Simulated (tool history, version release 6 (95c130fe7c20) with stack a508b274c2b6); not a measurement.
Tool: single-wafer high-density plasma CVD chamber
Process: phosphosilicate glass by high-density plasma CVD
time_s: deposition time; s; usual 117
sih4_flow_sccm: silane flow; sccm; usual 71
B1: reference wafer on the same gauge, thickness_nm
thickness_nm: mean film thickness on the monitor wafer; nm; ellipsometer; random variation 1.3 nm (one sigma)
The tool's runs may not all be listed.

Run 1, hour 0.0: usual settings but time_s 128 s; B1 849.971. Result: thickness_nm 990.159 nm.
At hour 9.6: gauge calibrated.
Run 2, hour 17.3: usual settings but time_s 128 s; B1 850.051. Result: thickness_nm 991.800 nm.
Run 3, hour 26.8: usual settings but time_s 128 s; B1 850.101. Result: thickness_nm 991.294 nm.
Run 4, hour 44.4: usual settings; B1 850.063. Result: thickness_nm 907.599 nm.
Run 5, hour 54.3: usual settings; B1 850.146. Result: thickness_nm 906.954 nm.
Run 6, hour 64.4: usual settings; B1 849.881. Result: thickness_nm 906.477 nm.
Run 7, hour 71.4: usual settings; B1 849.895. Result: thickness_nm 905.621 nm.
Run 8, hour 91.2: usual settings; B1 850.078. Result: thickness_nm 906.600 nm.
Run 9, hour 101.1: usual settings; B1 850.110. Result: thickness_nm 904.658 nm.
Run 10, hour 110.8: usual settings; B1 849.890. Result: thickness_nm 906.332 nm.
Run 11, hour 118.1: usual settings; B1 850.115. Result: thickness_nm 907.638 nm.
Run 12, hour 124.8: usual settings; B1 850.125. Result: thickness_nm 908.431 nm.
Run 13, hour 131.6: usual settings; B1 849.973. Result: thickness_nm 904.048 nm.
Run 14, hour 146.0: usual settings; B1 850.105. Result: thickness_nm 908.890 nm.
Run 15, hour 158.8: usual settings; B1 849.985. Result: thickness_nm 907.578 nm.
Run 16, hour 174.5: usual settings but time_s 99 s, sih4_flow_sccm 62 sccm; B1 850.101. Result: thickness_nm 691.797 nm.
Run 17, hour 181.9: usual settings but time_s 102 s, sih4_flow_sccm 76 sccm; B1 849.939. Result: thickness_nm 831.785 nm.
Run 18, hour 199.8: usual settings but time_s 133 s, sih4_flow_sccm 84 sccm; B1 849.774. Result: thickness_nm 1175.840 nm.
Run 19, hour 211.1: usual settings but time_s 110 s, sih4_flow_sccm 76 sccm; B1 849.804. Result: thickness_nm 898.306 nm.
Run 20, hour 233.8: usual settings but time_s 101 s; B1 850.015. Result: thickness_nm 780.114 nm.
Run 21, hour 248.0: usual settings but sih4_flow_sccm 64 sccm; B1 850.425. Result: thickness_nm 835.686 nm.
At hour 249.7: gauge calibrated.
Run 22, hour 259.0: usual settings but time_s 134 s; B1 849.950. Result: thickness_nm 1037.183 nm.
Run 23, hour 268.3: usual settings but time_s 97 s, sih4_flow_sccm 57 sccm; B1 850.037. Result: thickness_nm 634.873 nm.
At hour 278.1: silane flow controller replaced.
Run 24, hour 282.2: usual settings; B1 850.053. Result: thickness_nm 869.072 nm.
Run 25, hour 291.2: usual settings but time_s 111 s, sih4_flow_sccm 61 sccm; B1 850.419. Result: thickness_nm 736.982 nm.
Run 26, hour 305.3: usual settings but time_s 104 s; B1 849.884. Result: thickness_nm 772.449 nm.
Run 27, hour 313.7: usual settings but time_s 139 s, sih4_flow_sccm 58 sccm; B1 850.050. Result: thickness_nm 889.204 nm.
Run 28, hour 326.1: usual settings but time_s 129 s, sih4_flow_sccm 78 sccm; B1 849.575. Result: thickness_nm 1033.312 nm.
Run 29, hour 338.7: usual settings; B1 850.131. Result: thickness_nm 873.536 nm.
Run 30, hour 350.9: usual settings; B1 850.153. Result: thickness_nm 872.297 nm.

Forecast run 31:
Run 31, hour 367.8: usual settings but time_s 100 s, sih4_flow_sccm 63 sccm; B1 ?. Result: thickness_nm ?.

B1: 850.119
thickness_nm: 680.533 nm
Without the tool's hidden state the same run would have given thickness_nm 671.964 nm.

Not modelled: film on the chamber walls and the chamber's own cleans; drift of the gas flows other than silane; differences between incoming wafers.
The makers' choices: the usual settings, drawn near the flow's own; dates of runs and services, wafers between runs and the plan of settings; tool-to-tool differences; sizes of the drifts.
